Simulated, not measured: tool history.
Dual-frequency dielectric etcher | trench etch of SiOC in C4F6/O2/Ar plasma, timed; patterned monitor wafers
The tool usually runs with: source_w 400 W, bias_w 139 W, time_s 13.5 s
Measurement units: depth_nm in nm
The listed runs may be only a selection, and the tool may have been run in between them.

run    hour  source_w  bias_w  time_s  read-back reference wafer on the same gauge, depth_nm  depth_nm
  1     0.0       400     139    13.5                                                  20.60     24.08
  2    80.4       400     139    16.0                                                  20.62     28.31
  3   140.2       400     139    16.0                                                  20.60     28.41
  4   240.3       380     139    16.5                                                  20.60     28.94
  5   315.8       400     139    13.5                                                  20.60     23.81
      337.6  -- bias power generator calibrated
  6   405.3       400     139    13.5                                                  20.60     23.74
  7   447.7       400     139    13.5                                                  20.59     23.80
  8   522.0       330     112    13.5                                                  20.58     20.72
  9   618.7       400     139    13.5                                                  20.60     23.40
 10   780.9       400     126    10.5                                                  20.60     17.78
      831.6  -- wet clean of the chamber
      886.6  -- upper electrode replaced
 11   887.1       400     139    13.5                                                  20.59     24.27
     1013.4  -- gauge calibrated
 12  1127.1       470     112    10.0                                                  20.62     17.62
 13  1349.9       310     139    11.0                                                  20.62     17.73
 14  1457.4       350     139    13.5                                                  20.59     22.33
 15  1541.9       400     139    11.0                                                  20.61     18.82
 16  1605.6       320     107    17.0                                                  20.59     25.28
     1634.2  -- wet clean of the chamber
 17  1676.4       400     139    13.5                                                  20.63     24.32
 18  1760.7       400     172    14.5                                                  20.64     27.75
 19  1796.8       330     120     9.5                                                  20.58     15.51
 20  1848.5       400     104    13.5                                                  20.62     22.34
 21  1906.4       360     139    13.5                                                  20.61     23.34
 22  1971.0       460     122    13.5                                                  20.59     24.34
 23  2021.9       310     130    13.5                                                  20.60     21.73
 24  2103.4       400     121    16.0                                                  20.62     27.38
 25  2164.4       430     127    13.5                                                  20.59     24.11
 26  2251.1       400     139    13.5                                                  20.63     24.06
 27  2315.9       350     139    13.5                                                  20.60     22.51
 28  2420.1       370     139    13.5                                                  20.58     22.92
 29  2496.2       400     139    11.5                                                  20.60     19.86

A few steps of depth_nm between consecutive runs. Split each: what settings, incoming material and random variation would produce without the hidden state, and what is left over for the hidden state, along with gauge scatter present in only one of the two compared results (measured, and without hidden state):
Unlogged tool condition in this case: etch rate over this chamber's usual, %; source power that arrives over what is set, %; bias power that arrives over what is set, %; gauge reads high (%).
Run 10 -> 11: bias_w 126 -> 139, time_s 10.5 -> 13.5, wet clean of the chamber, upper electrode replaced. depth_nm +6.49 nm: hidden state +0.61, all else +5.88.
Run 16 -> 17: source_w 320 -> 400, bias_w 107 -> 139, time_s 17.0 -> 13.5, wet clean of the chamber. depth_nm -0.96 nm: hidden state +1.37, all else -2.33.
Run 18 -> 19: source_w 400 -> 330, bias_w 172 -> 120, time_s 14.5 -> 9.5. depth_nm -12.24 nm: hidden state -0.05, all else -12.19.
Run 19 -> 20: source_w 330 -> 400, bias_w 120 -> 104, time_s 9.5 -> 13.5. depth_nm +6.83 nm: hidden state -0.06, all else +6.89.

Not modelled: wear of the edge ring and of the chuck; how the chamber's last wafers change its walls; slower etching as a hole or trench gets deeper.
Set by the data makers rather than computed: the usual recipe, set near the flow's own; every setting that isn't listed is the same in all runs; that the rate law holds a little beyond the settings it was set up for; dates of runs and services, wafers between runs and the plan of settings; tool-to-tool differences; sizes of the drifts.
